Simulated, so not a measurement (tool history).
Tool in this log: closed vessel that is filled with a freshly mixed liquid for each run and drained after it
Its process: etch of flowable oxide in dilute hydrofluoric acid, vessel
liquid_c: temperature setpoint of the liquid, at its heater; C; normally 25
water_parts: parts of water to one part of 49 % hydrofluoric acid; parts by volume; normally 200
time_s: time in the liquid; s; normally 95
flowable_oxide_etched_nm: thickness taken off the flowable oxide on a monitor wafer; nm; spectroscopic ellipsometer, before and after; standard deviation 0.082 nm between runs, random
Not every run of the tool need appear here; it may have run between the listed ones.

run    day  liquid_c  water_parts  time_s  wafers since the last listed run  hours since the thermometer was replaced  hours since the hydrofluoric acid flow meter was replaced  hours since the gauge calibration  read-back film thickness of the flowable oxide reference wafer, read on the same gauge (nm)  flowable_oxide_etched_nm
  1      0        25          200      95                                 0                                    1611.9                                                      790.9                               62.3                                                                                        60.04                     12.97
  2  0.708        25          200      95                              1895                                    1628.9                                                      807.9                               79.3                                                                                        59.98                     12.87
  3  1.325        25          200      95                              1650                                    1643.7                                                      822.7                               94.1                                                                                        59.98                     12.77
  4  1.871        25          200      95                              1460                                    1656.8                                                      835.8                              107.2                                                                                           60                     12.87
  5  2.467        25          200      95                              1594                                    1671.1                                                      850.1                              121.5                                                                                        59.98                     12.69
  6  2.838        25          200      95                               992                                      1680                                                        859                              130.4                                                                                        59.97                     12.76
  7  3.271        25          200      95                              1159                                    1690.4                                                      869.4                              140.8                                                                                        60.03                     12.65
     3.608  -- thermometer replaced
  8  3.862        27          200      70                              1471                                       6.1                                                      883.6                                155                                                                                        60.02                     10.03
  9  4.417        25          200      95                              1483                                      19.4                                                      896.9                              168.3                                                                                        59.99                     12.66
     4.617  -- gauge calibrated
 10  4.938        25          295     140                              1393                                      31.9                                                      909.4                                7.7                                                                                        59.98                     11.29
 11  5.542        29          155      95                              1616                                      46.4                                                      923.9                               22.2                                                                                        59.98                     19.67
 12  5.988      22.5          280      95                              1193                                      57.1                                                      934.6                               32.9                                                                                           60                      7.53
 13  6.671        25          200      95                              1828                                      73.5                                                        951                               49.3                                                                                        59.93                     12.48
     7.033  -- hydrofluoric acid flow meter replaced
 14  8.379        25          200      95                              4460                                     114.5                                                       32.3                               90.3                                                                                        60.05                     14.88
 15   9.65        23          115     130                              3400                                       145                                                       62.8                              120.8                                                                                        59.98                     35.92

Some steps in flowable_oxide_etched_nm, run to run, broken into two amounts with sign: the step expected even without the hidden condition (settings, incoming material, random variation), and the rest, left for the hidden condition together with whatever gauge scatter is not in both the measured and the hidden-condition-free result:
The tool's hidden condition here consists of: liquid colder than its thermometer reads (K); hydrofluoric acid flow below the setpoint (%); gauge reads high (%).
Run 13 -> 14: hydrofluoric acid flow meter replaced. flowable_oxide_etched_nm +2.4 nm: hidden state +2.42, all else -0.02.
Run 14 -> 15: liquid_c 25 -> 23, water_parts 200 -> 115, time_s 95 -> 130. flowable_oxide_etched_nm +21.04 nm: hidden state -0.48, all else +21.52.
